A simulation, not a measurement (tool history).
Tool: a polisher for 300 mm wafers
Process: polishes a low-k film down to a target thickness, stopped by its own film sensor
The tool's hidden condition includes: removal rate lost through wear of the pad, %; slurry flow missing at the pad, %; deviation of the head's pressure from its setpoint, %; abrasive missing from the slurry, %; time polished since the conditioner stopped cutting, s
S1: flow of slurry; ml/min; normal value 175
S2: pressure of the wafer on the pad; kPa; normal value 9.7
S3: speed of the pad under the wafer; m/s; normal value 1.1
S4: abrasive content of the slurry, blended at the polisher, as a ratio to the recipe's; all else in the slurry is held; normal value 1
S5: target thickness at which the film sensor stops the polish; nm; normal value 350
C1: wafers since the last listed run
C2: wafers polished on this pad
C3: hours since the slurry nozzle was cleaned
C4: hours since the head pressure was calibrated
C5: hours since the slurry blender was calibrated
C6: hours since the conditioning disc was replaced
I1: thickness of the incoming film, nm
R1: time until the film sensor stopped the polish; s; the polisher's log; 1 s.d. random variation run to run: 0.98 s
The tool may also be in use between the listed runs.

run   hour   S1   S2    S3    S4   S5   C1    C2     C3      C4     C5     C6     I1     R1
  1      0  175  9.7   1.1     1  350    0  1427  110.6  1378.4   39.9    193  383.7  109.8
       2.8  -- conditioning disc replaced and pad reconditioned
      29.1  -- worn pad replaced by a new one
  2   53.1  175  9.7   1.1     1  350  360   183  163.7  1431.5     93   50.3  376.4   86.5
  3   70.2  175  9.7   1.1     1  350  130   314  180.8  1448.6  110.1   67.4  380.6    100
  4   77.4  175  9.7  0.82     1  350   55   369    188  1455.8  117.3   74.6  379.1  111.9
  5   89.8  175  9.7  0.82     1  350   94   464  200.4  1468.2  129.7     87  377.3  106.6
      94.8  -- slurry blender recalibrated
     100.4  -- head pressure recalibrated
  6  103.4  175  9.7   1.1     1  350   73   538    214       3    8.6  100.6  377.6     90
  7  119.7  175  9.7   1.1     1  350  124   663  230.3    19.3   24.9  116.9  383.1  108.8
  8  131.1  215  9.7  0.92     1  350   87   750  241.7    30.7   36.3  128.3  379.6  105.8
     137.8  -- slurry nozzle cleaned
  9  156.9  215  9.7  0.92     1  350  189   940   19.1    56.5   62.1  154.1  375.8   91.9
 10  165.6  215  9.7  0.92     1  350   66  1007   27.8    65.2   70.8  162.8  377.7   98.9
 11  172.9  175  9.7   1.1     1  350   55  1063   35.1    72.5   78.1  170.1    378   92.5
       184  -- conditioning disc replaced and pad reconditioned
 12  186.2  175  9.7   1.1     1  350   86  1149   48.4    85.8   91.4    2.2  375.1   83.1
 13  200.3  175  9.7  1.34     1  360  108  1257   62.5    99.9  105.5   16.3  380.2   59.5
     211.7  -- slurry blender recalibrated
     217.9  -- worn pad replaced by a new one
 14  218.4  175  9.7   1.1     1  350   92     3   80.6     118    6.7   34.4  371.9   72.2
 15    223  115  7.6   1.1     1  350   35    39   85.2   122.6   11.3     39  381.8    132
 16  232.3  175  9.7  0.82     1  350   71   110   94.5   131.9   20.6   48.3  381.4  122.9
 17  241.3  195  9.7  0.88     1  350   68   179  103.5   140.9   29.6   57.3  372.2   82.8
 18  279.9  210  7.6   1.1  1.15  344  295   475  142.1   179.5   68.2   95.9    380  127.8
 19  289.9  225  6.9   1.1  0.85  347   76   551  152.1   189.5   78.2  105.9  376.7  138.7
 20    298  175  9.7   1.1   1.2  356   62   613  160.2   197.6   86.3    114  379.3   69.6
 21  313.3  150  7.6  0.74     1  346  117   730  175.5   212.9  101.6  129.3  380.7  170.3
     326.5  -- slurry blender recalibrated
 22  328.1  205   11   1.1  1.15  345   98   828  190.3   227.7    1.6  144.1  381.7   97.7

Forecast each of these 5 alternatives for the next run:
  A  328.5  175  9.7  1.1     1  359   3  831  190.7  228.1   2  144.5  375.1   ?
  B  328.5  175  9.7  1.1     1  358   3  831  190.7  228.1   2  144.5  375.1   ?
  C  328.5  215  9.7  1.1     1  350   3  831  190.7  228.1   2  144.5  375.1   ?
  D  328.5  235  9.7  1.1     1  342   3  831  190.7  228.1   2  144.5  375.1   ?
  E  328.5  140  9.7  1.1  0.85  350   3  831  190.7  228.1   2  144.5  375.1   ?

run     R1
  A   54.1
  B   57.4
  C   82.5
  D  107.9
  E   97.4
The same runs, with their run-to-run variation unchanged, on a tool lacking any hidden condition would have given:
run     R1
  A   54.1
  B   57.4
  C   82.5
  D  107.9
  E   97.4
